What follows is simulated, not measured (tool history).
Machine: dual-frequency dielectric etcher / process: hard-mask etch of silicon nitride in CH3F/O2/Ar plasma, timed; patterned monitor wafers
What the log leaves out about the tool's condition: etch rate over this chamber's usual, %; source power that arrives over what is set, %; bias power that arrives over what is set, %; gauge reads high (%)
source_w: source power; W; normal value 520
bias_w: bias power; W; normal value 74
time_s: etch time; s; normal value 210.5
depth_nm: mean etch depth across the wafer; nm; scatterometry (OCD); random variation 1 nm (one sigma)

run,hour,source_w,bias_w,time_s,wafers since the last listed run,hours since the last wet clean,hours since the last source power generator calibration,hours since the last bias power generator calibration,hours since the last upper electrode change,hours since the gauge calibration,"read-back reference wafer on the same gauge, depth_nm",depth_nm
1,0.0,520,74,210.5,0,383.7,1846.7,3357.8,2218.0,809.7,169.8,162.4
2,56.7,520,74,210.5,310,440.4,1903.4,3414.5,2274.7,866.4,170.1,159.8
3,118.9,520,74,210.5,340,502.6,1965.6,3476.7,2336.9,928.6,170.2,162.9
# hour 168.7: wet clean of the chamber
4,183.7,520,74,210.5,223,15.0,2030.4,3541.5,2401.7,993.4,170.1,155.4
5,267.3,520,74,210.5,457,98.6,2114.0,3625.1,2485.3,1077.0,170.0,156.9
6,325.8,520,74,210.5,320,157.1,2172.5,3683.6,2543.8,1135.5,170.2,159.6
7,401.6,520,74,210.5,415,232.9,2248.3,3759.4,2619.6,1211.3,170.0,158.8
8,493.6,520,74,197.0,503,324.9,2340.3,3851.4,2711.6,1303.3,170.2,151.5
9,544.4,520,74,197.0,278,375.7,2391.1,3902.2,2762.4,1354.1,169.9,151.2
10,587.8,520,74,197.0,237,419.1,2434.5,3945.6,2805.8,1397.5,169.9,152.3
# hour 641.3: wet clean of the chamber
11,690.7,520,74,210.5,432,49.4,2537.4,4048.5,2908.7,1500.4,170.1,156.4
# hour 791.2: gauge calibrated
# hour 794.6: upper electrode replaced
12,795.1,390,74,267.5,440,153.8,2641.8,4152.9,0.5,3.9,169.6,181.5
13,846.7,460,63,158.5,282,205.4,2693.4,4204.5,52.1,55.5,169.9,109.6
# hour 864.4: bias power generator calibrated
14,897.5,460,63,158.5,256,256.2,2744.2,33.1,102.9,106.3,170.2,110.2
15,960.2,640,74,152.5,343,318.9,2806.9,95.8,165.6,169.0,170.0,123.1
# hour 995.7: source power generator calibrated
16,1032.5,520,74,210.5,373,391.2,36.8,168.1,237.9,241.3,170.0,157.8
17,1111.3,580,74,188.5,431,470.0,115.6,246.9,316.7,320.1,170.0,150.5
# hour 1138.5: wet clean of the chamber
18,1160.1,400,79,248.0,135,21.6,164.4,295.7,365.5,368.9,170.2,172.8
19,1209.7,520,74,210.5,271,71.2,214.0,345.3,415.1,418.5,170.0,154.9
20,1306.6,520,63,210.5,530,168.1,310.9,442.2,512.0,515.4,169.8,148.0
21,1405.6,520,57,210.5,542,267.1,409.9,541.2,611.0,614.4,170.2,147.6
22,1520.0,520,74,210.5,626,381.5,524.3,655.6,725.4,728.8,170.1,157.3
# hour 1699.8: wet clean of the chamber
23,1700.3,630,82,187.5,855,0.5,704.6,835.9,905.7,909.1,170.0,149.4

4 ways to go on from here, each from the tool as it stands after run 23. What would each give?
A,1700.8,520,74,210.5,2,1.0,705.1,836.4,906.2,909.6,?,?
B,1700.8,570,74,161.5,2,1.0,705.1,836.4,906.2,909.6,?,?
C,1700.8,520,59,179.0,2,1.0,705.1,836.4,906.2,909.6,?,?
D,1700.8,520,87,210.5,2,1.0,705.1,836.4,906.2,909.6,?,?

run,"read-back reference wafer on the same gauge, depth_nm",depth_nm
A,170.0,155.4
B,170.0,122.7
C,170.0,123.9
D,170.0,163.3
Had the tool no hidden state, the same runs would have come out as:
run,depth_nm
A,156.0
B,123.2
C,124.3
D,163.8

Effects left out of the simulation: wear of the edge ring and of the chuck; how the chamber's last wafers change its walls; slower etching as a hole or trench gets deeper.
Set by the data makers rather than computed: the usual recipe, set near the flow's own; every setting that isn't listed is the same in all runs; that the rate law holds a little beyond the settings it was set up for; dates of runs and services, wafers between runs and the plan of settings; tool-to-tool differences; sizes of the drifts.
